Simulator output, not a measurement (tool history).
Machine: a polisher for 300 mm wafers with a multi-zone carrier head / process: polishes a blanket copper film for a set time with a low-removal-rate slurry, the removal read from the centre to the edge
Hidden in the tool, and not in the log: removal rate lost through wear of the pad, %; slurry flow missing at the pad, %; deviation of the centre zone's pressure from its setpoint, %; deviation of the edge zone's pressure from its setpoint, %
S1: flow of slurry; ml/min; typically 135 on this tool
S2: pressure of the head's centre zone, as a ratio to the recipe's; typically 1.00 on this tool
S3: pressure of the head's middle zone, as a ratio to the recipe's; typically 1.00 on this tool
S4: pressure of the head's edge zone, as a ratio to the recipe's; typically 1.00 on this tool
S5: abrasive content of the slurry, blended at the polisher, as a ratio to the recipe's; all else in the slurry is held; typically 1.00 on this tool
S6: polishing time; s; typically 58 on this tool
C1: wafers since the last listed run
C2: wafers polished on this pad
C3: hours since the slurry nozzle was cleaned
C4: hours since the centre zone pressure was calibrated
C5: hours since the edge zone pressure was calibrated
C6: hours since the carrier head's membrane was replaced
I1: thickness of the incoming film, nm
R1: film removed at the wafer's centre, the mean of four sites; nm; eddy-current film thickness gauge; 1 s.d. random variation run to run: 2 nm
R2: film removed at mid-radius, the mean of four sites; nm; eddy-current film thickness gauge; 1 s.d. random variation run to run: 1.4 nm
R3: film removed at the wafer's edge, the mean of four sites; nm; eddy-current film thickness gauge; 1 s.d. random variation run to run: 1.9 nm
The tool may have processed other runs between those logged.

run,day,S1,S2,S3,S4,S5,S6,C1,C2,C3,C4,C5,C6,I1,R1,R2,R3
1,0.000,105,1.00,1.00,1.00,1.00,68,0,771,533.1,521.7,688.5,1345.7,1115.4,131.8,133.6,146.6
2,0.279,105,1.00,1.00,1.00,1.00,68,85,857,539.8,528.4,695.2,1352.4,1102.6,129.0,136.1,139.9
# day 1.100: worn pad replaced by a new one
3,1.121,135,1.00,1.00,1.00,1.00,58,207,6,560.0,548.6,715.4,1372.6,1098.2,128.7,132.0,133.0
4,1.679,165,1.00,1.00,1.10,1.00,58,171,178,573.4,562.0,728.8,1386.0,1099.3,133.3,136.8,140.7
# day 1.954: centre zone pressure recalibrated
5,2.175,135,1.00,1.00,1.00,0.85,58,126,305,585.3,5.3,740.7,1397.9,1113.2,118.0,121.0,125.3
6,2.458,135,1.11,0.95,1.00,1.00,64,87,392,592.1,12.1,747.5,1404.7,1114.2,149.9,131.0,142.7
7,2.758,180,1.00,0.92,1.00,0.75,77,92,484,599.3,19.3,754.7,1411.9,1122.4,164.9,158.7,169.6
8,3.283,135,1.00,1.00,1.00,1.00,58,161,645,611.9,31.9,767.3,1424.5,1098.1,119.8,122.6,126.8
9,3.896,135,0.92,1.00,1.00,1.00,45,188,833,626.6,46.6,782.0,1439.2,1118.2,81.7,92.2,94.4
10,4.404,135,1.00,1.00,1.08,1.10,58,156,990,638.8,58.8,794.2,1451.4,1110.9,114.0,119.6,130.9
# day 4.954: worn pad replaced by a new one
11,4.975,135,1.00,1.00,1.00,1.00,46,124,6,652.5,72.5,807.9,1465.1,1105.0,95.4,95.9,102.7
12,5.362,135,1.00,1.00,1.00,1.00,58,119,126,661.8,81.8,817.2,1474.4,1107.0,116.6,117.5,126.9
# day 5.771: carrier head's membrane replaced by a new one
13,5.817,135,1.00,0.92,1.12,1.00,58,75,201,672.7,92.7,828.1,1.1,1131.0,113.8,109.5,132.7
14,6.554,135,1.00,1.00,1.00,1.00,58,226,428,690.4,110.4,845.8,18.8,1095.5,110.6,114.0,124.8
# day 7.062: edge zone pressure recalibrated
# day 7.121: slurry nozzle cleaned
15,7.300,135,1.00,1.00,1.00,1.00,58,190,618,4.3,128.3,5.7,36.7,1109.2,134.4,138.3,137.9
16,7.983,135,1.00,1.00,1.00,0.90,58,209,828,20.7,144.7,22.1,53.1,1112.5,131.9,133.3,134.6
17,8.383,135,1.00,1.05,1.00,1.00,58,122,951,30.3,154.3,31.7,62.7,1113.4,140.5,141.8,132.3
# day 8.888: worn pad replaced by a new one
18,9.129,135,1.00,1.11,1.00,1.10,42,177,74,48.2,172.2,49.6,80.6,1106.7,104.8,119.5,107.4
19,9.617,180,1.00,0.92,1.00,0.75,77,149,224,59.9,183.9,61.3,92.3,1112.0,191.0,177.2,188.1
20,10.317,170,1.00,1.09,1.00,1.10,44,215,439,76.7,200.7,78.1,109.1,1089.6,115.6,125.0,113.8

Table of differences, measured result less the result of that run with no hidden state. Run-to-run variation is the same in both. Gauge scatter possibly is not:
run,R1,R2,R3
1,-28.9,-26.0,-21.1
2,-29.8,-28.0,-21.4
3,-19.6,-17.6,-12.5
4,-19.3,-17.8,-13.7
5,-22.8,-20.8,-15.8
6,-30.9,-24.0,-19.2
7,-28.6,-24.9,-20.9
8,-29.2,-26.6,-20.6
9,-22.3,-22.6,-17.4
10,-34.3,-32.2,-26.6
11,-22.6,-19.6,-14.0
12,-30.0,-26.1,-19.2
13,-32.3,-27.0,-22.3
14,-36.5,-32.6,-24.7
15,-7.7,-7.9,-7.8
16,-9.4,-9.4,-9.4
17,-11.2,-11.3,-10.4
18,-1.5,-1.7,-1.4
19,-4.4,-4.1,-4.2
20,-4.2,-4.6,-4.1
